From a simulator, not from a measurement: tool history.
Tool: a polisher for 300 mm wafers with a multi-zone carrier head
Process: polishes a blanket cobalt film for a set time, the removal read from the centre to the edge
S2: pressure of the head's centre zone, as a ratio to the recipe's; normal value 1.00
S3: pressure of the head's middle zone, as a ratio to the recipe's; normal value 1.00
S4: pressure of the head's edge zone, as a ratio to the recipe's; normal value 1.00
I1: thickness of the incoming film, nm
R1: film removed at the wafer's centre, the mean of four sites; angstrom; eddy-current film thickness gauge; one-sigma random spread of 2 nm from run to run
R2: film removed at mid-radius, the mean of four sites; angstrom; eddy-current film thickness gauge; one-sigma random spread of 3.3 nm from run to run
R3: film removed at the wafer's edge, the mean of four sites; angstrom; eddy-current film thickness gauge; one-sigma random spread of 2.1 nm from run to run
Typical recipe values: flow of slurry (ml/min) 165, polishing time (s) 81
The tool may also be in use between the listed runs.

run 1 hour=0.0 | flow_of_slurry_(ml/min)=165 S2=1.00 S3=1.00 S4=1.00 polishing_time_(s)=81 | I1=914.2 | R1=2261 R2=2277 R3=2273
run 2 hour=18.2 | flow_of_slurry_(ml/min)=165 S2=0.91 S3=1.00 S4=1.00 polishing_time_(s)=81 | I1=908.9 | R1=2021 R2=2215 R3=2244
-- hour=25.2 worn pad replaced by a new one
run 3 hour=42.5 | flow_of_slurry_(ml/min)=120 S2=1.00 S3=1.00 S4=1.00 polishing_time_(s)=104 | I1=905.2 | R1=2524 R2=2595 R3=2749
run 4 hour=56.4 | flow_of_slurry_(ml/min)=165 S2=0.94 S3=1.00 S4=0.88 polishing_time_(s)=81 | I1=904.1 | R1=2076 R2=2207 R3=2155
-- hour=60.8 centre zone pressure recalibrated
run 5 hour=78.7 | flow_of_slurry_(ml/min)=105 S2=1.00 S3=1.00 S4=1.00 polishing_time_(s)=98 | I1=916.5 | R1=2182 R2=2322 R3=2412
run 6 hour=96.3 | flow_of_slurry_(ml/min)=165 S2=1.00 S3=1.10 S4=0.94 polishing_time_(s)=81 | I1=909.3 | R1=2157 R2=2483 R3=2171
run 7 hour=124.5 | flow_of_slurry_(ml/min)=165 S2=1.00 S3=1.10 S4=0.94 polishing_time_(s)=81 | I1=908.5 | R1=2137 R2=2463 R3=2135
run 8 hour=143.8 | flow_of_slurry_(ml/min)=165 S2=1.00 S3=1.00 S4=1.05 polishing_time_(s)=57 | I1=921.7 | R1=1506 R2=1569 R3=1580
run 9 hour=170.2 | flow_of_slurry_(ml/min)=105 S2=1.06 S3=1.00 S4=1.10 polishing_time_(s)=81 | I1=898.5 | R1=1841 R2=1917 R3=2080
-- hour=185.5 slurry nozzle cleaned
run 10 hour=254.7 | flow_of_slurry_(ml/min)=150 S2=0.91 S3=1.00 S4=1.00 polishing_time_(s)=73 | I1=896.3 | R1=1873 R2=2141 R3=2076
run 11 hour=275.5 | flow_of_slurry_(ml/min)=165 S2=1.00 S3=1.00 S4=1.00 polishing_time_(s)=81 | I1=906.5 | R1=2337 R2=2384 R3=2332
run 12 hour=305.6 | flow_of_slurry_(ml/min)=165 S2=1.00 S3=1.00 S4=1.00 polishing_time_(s)=81 | I1=915.1 | R1=2323 R2=2416 R3=2328
-- hour=311.9 worn pad replaced by a new one
run 13 hour=341.7 | flow_of_slurry_(ml/min)=165 S2=1.00 S3=1.00 S4=1.00 polishing_time_(s)=81 | I1=899.7 | R1=2309 R2=2363 R3=2295
run 14 hour=354.9 | flow_of_slurry_(ml/min)=165 S2=1.00 S3=1.09 S4=1.00 polishing_time_(s)=81 | I1=907.3 | R1=2353 R2=2539 R3=2320
run 15 hour=384.6 | flow_of_slurry_(ml/min)=165 S2=0.90 S3=1.00 S4=1.00 polishing_time_(s)=81 | I1=908.0 | R1=2062 R2=2357 R3=2335
run 16 hour=413.1 | flow_of_slurry_(ml/min)=110 S2=1.00 S3=1.00 S4=0.90 polishing_time_(s)=81 | I1=915.4 | R1=1996 R2=2077 R3=2022
run 17 hour=441.3 | flow_of_slurry_(ml/min)=165 S2=1.00 S3=1.00 S4=1.00 polishing_time_(s)=81 | I1=921.2 | R1=2289 R2=2354 R3=2297
run 18 hour=517.8 | flow_of_slurry_(ml/min)=165 S2=1.00 S3=0.96 S4=1.00 polishing_time_(s)=61 | I1=910.6 | R1=1688 R2=1673 R3=1740
run 19 hour=551.8 | flow_of_slurry_(ml/min)=165 S2=0.92 S3=1.00 S4=1.06 polishing_time_(s)=81 | I1=891.8 | R1=2103 R2=2308 R3=2308
run 20 hour=575.5 | flow_of_slurry_(ml/min)=165 S2=0.94 S3=0.94 S4=1.00 polishing_time_(s)=81 | I1=916.8 | R1=2100 R2=2166 R3=2237
-- hour=583.9 worn pad replaced by a new one
run 21 hour=597.9 | flow_of_slurry_(ml/min)=165 S2=1.00 S3=1.00 S4=1.00 polishing_time_(s)=106 | I1=894.7 | R1=2890 R2=2960 R3=3014

Consider 5 possible next runs. They are alternatives, not a sequence: every one starts from the tool as it was left by run 21. What does each give?
run A hour=598.4 | flow_of_slurry_(ml/min)=165 S2=1.00 S3=1.00 S4=1.00 polishing_time_(s)=81 | I1=915.9 | R1=? R2=? R3=?
run B hour=598.4 | flow_of_slurry_(ml/min)=165 S2=1.00 S3=1.00 S4=1.06 polishing_time_(s)=81 | I1=915.9 | R1=? R2=? R3=?
run C hour=598.4 | flow_of_slurry_(ml/min)=135 S2=1.05 S3=1.00 S4=1.00 polishing_time_(s)=81 | I1=915.9 | R1=? R2=? R3=?
run D hour=598.4 | flow_of_slurry_(ml/min)=165 S2=1.00 S3=1.00 S4=1.08 polishing_time_(s)=81 | I1=915.9 | R1=? R2=? R3=?
run E hour=598.4 | flow_of_slurry_(ml/min)=165 S2=1.08 S3=1.00 S4=0.90 polishing_time_(s)=94 | I1=915.9 | R1=? R2=? R3=?

run=A R1=2239 R2=2306 R3=2295
run=B R1=2239 R2=2306 R3=2361
run=C R1=2203 R2=2178 R3=2206
run=D R1=2239 R2=2306 R3=2383
run=E R1=2808 R2=2676 R3=2534
Without the tool's unlogged condition, the same runs would have read:
run=A R1=2392 R2=2444 R3=2392
run=B R1=2392 R2=2444 R3=2461
run=C R1=2393 R2=2340 R3=2319
run=D R1=2392 R2=2444 R3=2484
run=E R1=3000 R2=2836 R3=2642
